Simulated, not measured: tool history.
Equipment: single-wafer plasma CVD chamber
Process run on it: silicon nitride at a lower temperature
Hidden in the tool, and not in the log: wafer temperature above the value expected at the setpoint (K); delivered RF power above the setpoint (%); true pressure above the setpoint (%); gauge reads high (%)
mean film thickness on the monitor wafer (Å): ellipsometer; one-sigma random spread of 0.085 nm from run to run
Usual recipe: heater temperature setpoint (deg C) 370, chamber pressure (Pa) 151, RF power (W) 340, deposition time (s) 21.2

| run | hour | heater temperature setpoint (deg C) | chamber pressure (Pa) | RF power (W) | deposition time (s) | wafers since the last listed run | hours since the last thermocouple change | hours since the last RF generator calibration | hours since the last manometer calibration | hours since the showerhead was replaced | hours since the gauge calibration | read-back reference wafer on the same gauge, thickness_nm | mean film thickness on the monitor wafer (Å) |
|---|---|---|---|---|---|---|---|---|---|---|---|---|---|
| 1 | 0.0 | 361 | 151 | 340 | 24.3 | 0 | 2376.1 | 1641.1 | 1998.7 | 6457.4 | 283.3 | 24.008 | 265.75 |
| 2 | 20.9 | 361 | 151 | 340 | 24.3 | 410 | 2397.0 | 1662.0 | 2019.6 | 6478.3 | 304.2 | 23.989 | 263.15 |
| 3 | 36.1 | 361 | 151 | 340 | 24.3 | 298 | 2412.2 | 1677.2 | 2034.8 | 6493.5 | 319.4 | 23.985 | 264.41 |
| 4 | 49.5 | 370 | 151 | 340 | 21.2 | 263 | 2425.6 | 1690.6 | 2048.2 | 6506.9 | 332.8 | 23.999 | 231.18 |
| 5 | 84.0 | 370 | 151 | 340 | 21.2 | 677 | 2460.1 | 1725.1 | 2082.7 | 6541.4 | 367.3 | 24.018 | 232.85 |
| 6 | 105.4 | 370 | 151 | 340 | 21.2 | 420 | 2481.5 | 1746.5 | 2104.1 | 6562.8 | 388.7 | 23.999 | 231.46 |
| 7 | 147.6 | 370 | 151 | 340 | 21.2 | 828 | 2523.7 | 1788.7 | 2146.3 | 6605.0 | 430.9 | 24.002 | 230.76 |
| 8 | 169.7 | 370 | 151 | 340 | 18.1 | 433 | 2545.8 | 1810.8 | 2168.4 | 6627.1 | 453.0 | 24.001 | 198.04 |
| 9 | 204.5 | 370 | 151 | 340 | 18.1 | 683 | 2580.6 | 1845.6 | 2203.2 | 6661.9 | 487.8 | 23.999 | 197.09 |
| 10 | 220.5 | 370 | 151 | 340 | 21.2 | 314 | 2596.6 | 1861.6 | 2219.2 | 6677.9 | 503.8 | 23.995 | 231.67 |
| 11 | 248.5 | 370 | 151 | 340 | 21.2 | 549 | 2624.6 | 1889.6 | 2247.2 | 6705.9 | 531.8 | 23.992 | 230.67 |
|  | 263.8 | gauge calibrated |
|  | 282.0 | showerhead replaced |
| 12 | 282.5 | 370 | 151 | 340 | 21.2 | 510 | 2658.6 | 1923.6 | 2281.2 | 0.5 | 18.7 | 24.017 | 231.86 |
| 13 | 317.2 | 379 | 151 | 365 | 21.2 | 681 | 2693.3 | 1958.3 | 2315.9 | 35.2 | 53.4 | 24.007 | 244.46 |

Run 14, settings as shown, results not yet in. Your forecast:
| 14 | 346.0 | 363 | 151 | 400 | 21.2 | 565 | 2722.1 | 1987.1 | 2344.7 | 64.0 | 82.2 | ? | ? |

read-back reference wafer on the same gauge, thickness_nm: 24.009
mean film thickness on the monitor wafer (Å): 262.03
Minus the tool's unlogged condition, the same run would have read mean film thickness on the monitor wafer (Å) 262.03.

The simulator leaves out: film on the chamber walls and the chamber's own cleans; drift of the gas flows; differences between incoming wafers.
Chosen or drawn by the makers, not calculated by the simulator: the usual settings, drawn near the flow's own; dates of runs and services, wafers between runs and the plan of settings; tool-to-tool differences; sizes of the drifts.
